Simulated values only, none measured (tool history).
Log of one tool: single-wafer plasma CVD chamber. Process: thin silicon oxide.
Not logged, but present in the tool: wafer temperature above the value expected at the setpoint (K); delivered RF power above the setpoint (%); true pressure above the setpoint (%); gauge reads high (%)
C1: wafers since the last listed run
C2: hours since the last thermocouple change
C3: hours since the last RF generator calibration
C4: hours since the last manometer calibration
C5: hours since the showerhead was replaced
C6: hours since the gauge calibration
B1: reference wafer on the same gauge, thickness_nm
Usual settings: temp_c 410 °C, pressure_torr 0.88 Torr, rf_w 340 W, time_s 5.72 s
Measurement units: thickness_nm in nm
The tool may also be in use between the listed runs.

run 1 hour=0 | temp_c=410 pressure_torr=0.88 rf_w=340 time_s=5.72 | C1=0 C2=1158 C3=987.6 C4=1270.5 C5=3830.4 C6=1003.1 | B1=14.201 | thickness_nm=12.225
-- hour=5.8 capacitance manometer re-zeroed and calibrated
run 2 hour=107 | temp_c=410 pressure_torr=0.88 rf_w=340 time_s=5.72 | C1=2115 C2=1265 C3=1094.6 C4=101.2 C5=3937.4 C6=1110.1 | B1=14.202 | thickness_nm=12.445
run 3 hour=202.7 | temp_c=410 pressure_torr=0.88 rf_w=340 time_s=5.72 | C1=2000 C2=1360.7 C3=1190.3 C4=196.9 C5=4033.1 C6=1205.8 | B1=14.202 | thickness_nm=12.422
run 4 hour=304.3 | temp_c=410 pressure_torr=1.053 rf_w=340 time_s=5.72 | C1=2123 C2=1462.3 C3=1291.9 C4=298.5 C5=4134.7 C6=1307.4 | B1=14.201 | thickness_nm=14.559
run 5 hour=391.7 | temp_c=410 pressure_torr=0.88 rf_w=340 time_s=5.72 | C1=1826 C2=1549.7 C3=1379.3 C4=385.9 C5=4222.1 C6=1394.8 | B1=14.196 | thickness_nm=12.454
run 6 hour=450.1 | temp_c=410 pressure_torr=0.88 rf_w=340 time_s=5.72 | C1=1220 C2=1608.1 C3=1437.7 C4=444.3 C5=4280.5 C6=1453.2 | B1=14.2 | thickness_nm=12.403
run 7 hour=539.5 | temp_c=410 pressure_torr=0.88 rf_w=340 time_s=5.72 | C1=1868 C2=1697.5 C3=1527.1 C4=533.7 C5=4369.9 C6=1542.6 | B1=14.203 | thickness_nm=12.354
run 8 hour=612.1 | temp_c=410 pressure_torr=0.88 rf_w=340 time_s=5.72 | C1=1517 C2=1770.1 C3=1599.7 C4=606.3 C5=4442.5 C6=1615.2 | B1=14.2 | thickness_nm=12.374
-- hour=648.6 gauge calibrated
run 9 hour=672.9 | temp_c=410 pressure_torr=0.88 rf_w=340 time_s=5.72 | C1=1270 C2=1830.9 C3=1660.5 C4=667.1 C5=4503.3 C6=24.3 | B1=14.207 | thickness_nm=12.387
run 10 hour=730 | temp_c=410 pressure_torr=0.88 rf_w=340 time_s=5.72 | C1=1193 C2=1888 C3=1717.6 C4=724.2 C5=4560.4 C6=81.4 | B1=14.2 | thickness_nm=12.339
run 11 hour=795.2 | temp_c=410 pressure_torr=0.88 rf_w=340 time_s=5.72 | C1=1362 C2=1953.2 C3=1782.8 C4=789.4 C5=4625.6 C6=146.6 | B1=14.197 | thickness_nm=12.339
run 12 hour=844.6 | temp_c=410 pressure_torr=0.88 rf_w=340 time_s=5.72 | C1=1032 C2=2002.6 C3=1832.2 C4=838.8 C5=4675 C6=196 | B1=14.199 | thickness_nm=12.285
run 13 hour=942.9 | temp_c=410 pressure_torr=0.88 rf_w=370 time_s=5.72 | C1=2054 C2=2100.9 C3=1930.5 C4=937.1 C5=4773.3 C6=294.3 | B1=14.204 | thickness_nm=12.497
run 14 hour=994.1 | temp_c=410 pressure_torr=0.88 rf_w=340 time_s=5.72 | C1=1070 C2=2152.1 C3=1981.7 C4=988.3 C5=4824.5 C6=345.5 | B1=14.205 | thickness_nm=12.251
run 15 hour=1074 | temp_c=410 pressure_torr=0.88 rf_w=275 time_s=5.72 | C1=1669 C2=2232 C3=2061.6 C4=1068.2 C5=4904.4 C6=425.4 | B1=14.202 | thickness_nm=11.664
-- hour=1156.9 showerhead replaced
run 16 hour=1179.6 | temp_c=410 pressure_torr=0.88 rf_w=340 time_s=5.72 | C1=2039 C2=2337.6 C3=2167.2 C4=1173.8 C5=22.7 C6=531 | B1=14.2 | thickness_nm=12.231
-- hour=1200.2 thermocouple changed; heater temperature recalibrated
run 17 hour=1265.4 | temp_c=410 pressure_torr=0.88 rf_w=340 time_s=5.72 | C1=1625 C2=65.2 C3=2253 C4=1259.6 C5=108.5 C6=616.8 | B1=14.197 | thickness_nm=12.17
run 18 hour=1303.1 | temp_c=410 pressure_torr=0.88 rf_w=340 time_s=5.72 | C1=787 C2=102.9 C3=2290.7 C4=1297.3 C5=146.2 C6=654.5 | B1=14.198 | thickness_nm=12.242
-- hour=1353.4 RF generator calibrated
run 19 hour=1368.9 | temp_c=410 pressure_torr=0.88 rf_w=340 time_s=5.26 | C1=1207 C2=168.7 C3=15.5 C4=1363.1 C5=212 C6=720.3 | B1=14.193 | thickness_nm=11.225
run 20 hour=1405.6 | temp_c=410 pressure_torr=0.88 rf_w=340 time_s=5.72 | C1=767 C2=205.4 C3=52.2 C4=1399.8 C5=248.7 C6=757 | B1=14.196 | thickness_nm=12.168
-- hour=1426 capacitance manometer re-zeroed and calibrated
run 21 hour=1497.8 | temp_c=398 pressure_torr=0.818 rf_w=340 time_s=4.72 | C1=1759 C2=297.6 C3=144.4 C4=71.8 C5=340.9 C6=849.2 | B1=14.191 | thickness_nm=9.6

Forecast run 22:
run 22 hour=1541.7 | temp_c=410 pressure_torr=0.713 rf_w=340 time_s=5.72 | C1=917 C2=341.5 C3=188.3 C4=115.7 C5=384.8 C6=893.1 | B1=? | thickness_nm=?

{"run 22": {"B1": 14.2, "thickness_nm": 9.847}}
On a tool with no hidden condition, and with the same random variation, this run would have come out at thickness_nm 9.86 nm.

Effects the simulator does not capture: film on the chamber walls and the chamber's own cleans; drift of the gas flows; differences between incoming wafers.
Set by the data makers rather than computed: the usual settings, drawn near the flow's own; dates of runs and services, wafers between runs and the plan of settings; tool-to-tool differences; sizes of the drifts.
